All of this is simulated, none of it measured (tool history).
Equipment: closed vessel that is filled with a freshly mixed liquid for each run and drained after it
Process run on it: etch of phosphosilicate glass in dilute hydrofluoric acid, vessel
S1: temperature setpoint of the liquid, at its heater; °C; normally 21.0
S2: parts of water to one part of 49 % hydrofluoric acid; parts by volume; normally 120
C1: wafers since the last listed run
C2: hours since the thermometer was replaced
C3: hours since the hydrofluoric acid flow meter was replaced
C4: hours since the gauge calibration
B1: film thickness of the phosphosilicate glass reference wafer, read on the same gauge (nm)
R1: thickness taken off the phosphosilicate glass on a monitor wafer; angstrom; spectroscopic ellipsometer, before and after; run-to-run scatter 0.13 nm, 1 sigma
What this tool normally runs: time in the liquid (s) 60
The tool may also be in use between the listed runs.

{"run": 1, "hour": 0.0, "S1": 21.0, "S2": 100, "time in the liquid (s)": 85, "C1": 0, "C2": 2049.8, "C3": 618.2, "C4": 262.7, "B1": 70.02, "R1": 740.2}
{"run": 2, "hour": 17.6, "S1": 21.0, "S2": 120, "time in the liquid (s)": 60, "C1": 1590, "C2": 2067.4, "C3": 635.8, "C4": 280.3, "B1": 69.97, "R1": 428.7}
{"run": 3, "hour": 27.0, "S1": 21.0, "S2": 120, "time in the liquid (s)": 60, "C1": 849, "C2": 2076.8, "C3": 645.2, "C4": 289.7, "B1": 70.0, "R1": 425.3}
{"run": 4, "hour": 37.3, "S1": 21.0, "S2": 120, "time in the liquid (s)": 60, "C1": 931, "C2": 2087.1, "C3": 655.5, "C4": 300.0, "B1": 69.99, "R1": 426.5}
{"run": 5, "hour": 52.9, "S1": 21.0, "S2": 120, "time in the liquid (s)": 60, "C1": 1410, "C2": 2102.7, "C3": 671.1, "C4": 315.6, "B1": 70.0, "R1": 429.3}
{"run": 6, "hour": 63.2, "S1": 21.0, "S2": 120, "time in the liquid (s)": 60, "C1": 931, "C2": 2113.0, "C3": 681.4, "C4": 325.9, "B1": 69.99, "R1": 429.2}
{"run": 7, "hour": 75.4, "S1": 21.0, "S2": 120, "time in the liquid (s)": 60, "C1": 1102, "C2": 2125.2, "C3": 693.6, "C4": 338.1, "B1": 69.98, "R1": 426.2}
{"run": 8, "hour": 92.5, "S1": 21.0, "S2": 120, "time in the liquid (s)": 60, "C1": 1545, "C2": 2142.3, "C3": 710.7, "C4": 355.2, "B1": 69.98, "R1": 431.6}
{"run": 9, "hour": 106.7, "S1": 21.0, "S2": 120, "time in the liquid (s)": 60, "C1": 1283, "C2": 2156.5, "C3": 724.9, "C4": 369.4, "B1": 70.0, "R1": 426.7}
{"run": 10, "hour": 120.0, "S1": 21.0, "S2": 120, "time in the liquid (s)": 75, "C1": 1202, "C2": 2169.8, "C3": 738.2, "C4": 382.7, "B1": 69.99, "R1": 535.8}
{"run": 11, "hour": 128.9, "S1": 21.0, "S2": 120, "time in the liquid (s)": 75, "C1": 804, "C2": 2178.7, "C3": 747.1, "C4": 391.6, "B1": 69.99, "R1": 538.3}
{"run": 12, "hour": 136.7, "S1": 21.0, "S2": 120, "time in the liquid (s)": 60, "C1": 705, "C2": 2186.5, "C3": 754.9, "C4": 399.4, "B1": 70.01, "R1": 430.5}
{"run": 13, "hour": 144.7, "S1": 21.0, "S2": 105, "time in the liquid (s)": 60, "C1": 723, "C2": 2194.5, "C3": 762.9, "C4": 407.4, "B1": 69.99, "R1": 500.4}
{"run": 14, "hour": 156.7, "S1": 21.0, "S2": 120, "time in the liquid (s)": 60, "C1": 1084, "C2": 2206.5, "C3": 774.9, "C4": 419.4, "B1": 69.99, "R1": 429.3}
{"run": 15, "hour": 168.8, "S1": 21.0, "S2": 120, "time in the liquid (s)": 60, "C1": 1093, "C2": 2218.6, "C3": 787.0, "C4": 431.5, "B1": 70.01, "R1": 429.6}
{"hour": 177.9, "done": "hydrofluoric acid flow meter replaced"}
{"hour": 179.2, "done": "gauge calibrated"}
{"run": 16, "hour": 181.8, "S1": 21.0, "S2": 150, "time in the liquid (s)": 60, "C1": 1084, "C2": 2231.6, "C3": 3.9, "C4": 2.6, "B1": 70.02, "R1": 333.3}
{"hour": 186.2, "done": "thermometer replaced"}
{"run": 17, "hour": 198.7, "S1": 21.0, "S2": 160, "time in the liquid (s)": 60, "C1": 1437, "C2": 12.5, "C3": 20.8, "C4": 19.5, "B1": 70.01, "R1": 283.8}
{"run": 18, "hour": 205.9, "S1": 24.0, "S2": 145, "time in the liquid (s)": 60, "C1": 650, "C2": 19.7, "C3": 28.0, "C4": 26.7, "B1": 69.98, "R1": 357.9}
{"run": 19, "hour": 221.9, "S1": 21.0, "S2": 120, "time in the liquid (s)": 45, "C1": 1446, "C2": 35.7, "C3": 44.0, "C4": 42.7, "B1": 70.0, "R1": 296.3}
{"run": 20, "hour": 232.7, "S1": 25.5, "S2": 120, "time in the liquid (s)": 60, "C1": 976, "C2": 46.5, "C3": 54.8, "C4": 53.5, "B1": 70.01, "R1": 471.2}
{"run": 21, "hour": 247.9, "S1": 22.5, "S2": 120, "time in the liquid (s)": 40, "C1": 1373, "C2": 61.7, "C3": 70.0, "C4": 68.7, "B1": 70.02, "R1": 277.2}
{"run": 22, "hour": 259.5, "S1": 21.0, "S2": 120, "time in the liquid (s)": 60, "C1": 1048, "C2": 73.3, "C3": 81.6, "C4": 80.3, "B1": 69.97, "R1": 394.4}
{"run": 23, "hour": 277.0, "S1": 21.0, "S2": 120, "time in the liquid (s)": 75, "C1": 1581, "C2": 90.8, "C3": 99.1, "C4": 97.8, "B1": 70.01, "R1": 494.9}
{"run": 24, "hour": 292.0, "S1": 21.0, "S2": 120, "time in the liquid (s)": 60, "C1": 1355, "C2": 105.8, "C3": 114.1, "C4": 112.8, "B1": 70.03, "R1": 395.9}
{"run": 25, "hour": 302.6, "S1": 25.0, "S2": 120, "time in the liquid (s)": 60, "C1": 958, "C2": 116.4, "C3": 124.7, "C4": 123.4, "B1": 70.02, "R1": 462.5}
{"run": 26, "hour": 320.6, "S1": 17.0, "S2": 90, "time in the liquid (s)": 40, "C1": 1627, "C2": 134.4, "C3": 142.7, "C4": 141.4, "B1": 70.01, "R1": 310.5}
{"run": 27, "hour": 333.0, "S1": 18.0, "S2": 140, "time in the liquid (s)": 70, "C1": 1120, "C2": 146.8, "C3": 155.1, "C4": 153.8, "B1": 70.02, "R1": 344.1}
{"run": 28, "hour": 343.9, "S1": 21.0, "S2": 120, "time in the liquid (s)": 35, "C1": 985, "C2": 157.7, "C3": 166.0, "C4": 164.7, "B1": 69.99, "R1": 231.9}
{"run": 29, "hour": 359.6, "S1": 21.0, "S2": 120, "time in the liquid (s)": 60, "C1": 1419, "C2": 173.4, "C3": 181.7, "C4": 180.4, "B1": 70.0, "R1": 396.4}
{"run": 30, "hour": 369.5, "S1": 26.0, "S2": 175, "time in the liquid (s)": 60, "C1": 894, "C2": 183.3, "C3": 191.6, "C4": 190.3, "B1": 70.01, "R1": 307.7}
{"run": 31, "hour": 378.9, "S1": 18.5, "S2": 120, "time in the liquid (s)": 60, "C1": 849, "C2": 192.7, "C3": 201.0, "C4": 199.7, "B1": 70.0, "R1": 358.0}
{"run": 32, "hour": 386.2, "S1": 19.0, "S2": 100, "time in the liquid (s)": 90, "C1": 659, "C2": 200.0, "C3": 208.3, "C4": 207.0, "B1": 70.03, "R1": 671.8}
{"run": 33, "hour": 396.8, "S1": 21.0, "S2": 120, "time in the liquid (s)": 50, "C1": 958, "C2": 210.6, "C3": 218.9, "C4": 217.6, "B1": 69.97, "R1": 328.7}

Below are 3 alternative next runs, each starting from the tool's condition after run 33. Predict each:
{"run": "A", "hour": 397.5, "S1": 17.5, "S2": 120, "time in the liquid (s)": 60, "C1": 63, "C2": 211.3, "C3": 219.6, "C4": 218.3, "B1": "?", "R1": "?"}
{"run": "B", "hour": 397.5, "S1": 21.0, "S2": 145, "time in the liquid (s)": 60, "C1": 63, "C2": 211.3, "C3": 219.6, "C4": 218.3, "B1": "?", "R1": "?"}
{"run": "C", "hour": 397.5, "S1": 26.0, "S2": 120, "time in the liquid (s)": 80, "C1": 63, "C2": 211.3, "C3": 219.6, "C4": 218.3, "B1": "?", "R1": "?"}

run=A B1=70.00 R1=344.4
run=B B1=70.00 R1=319.6
run=C B1=70.00 R1=643.4
The same runs, with their run-to-run variation unchanged, on a tool lacking any hidden condition would have given:
run=A R1=336.0
run=B R1=312.1
run=C R1=628.8

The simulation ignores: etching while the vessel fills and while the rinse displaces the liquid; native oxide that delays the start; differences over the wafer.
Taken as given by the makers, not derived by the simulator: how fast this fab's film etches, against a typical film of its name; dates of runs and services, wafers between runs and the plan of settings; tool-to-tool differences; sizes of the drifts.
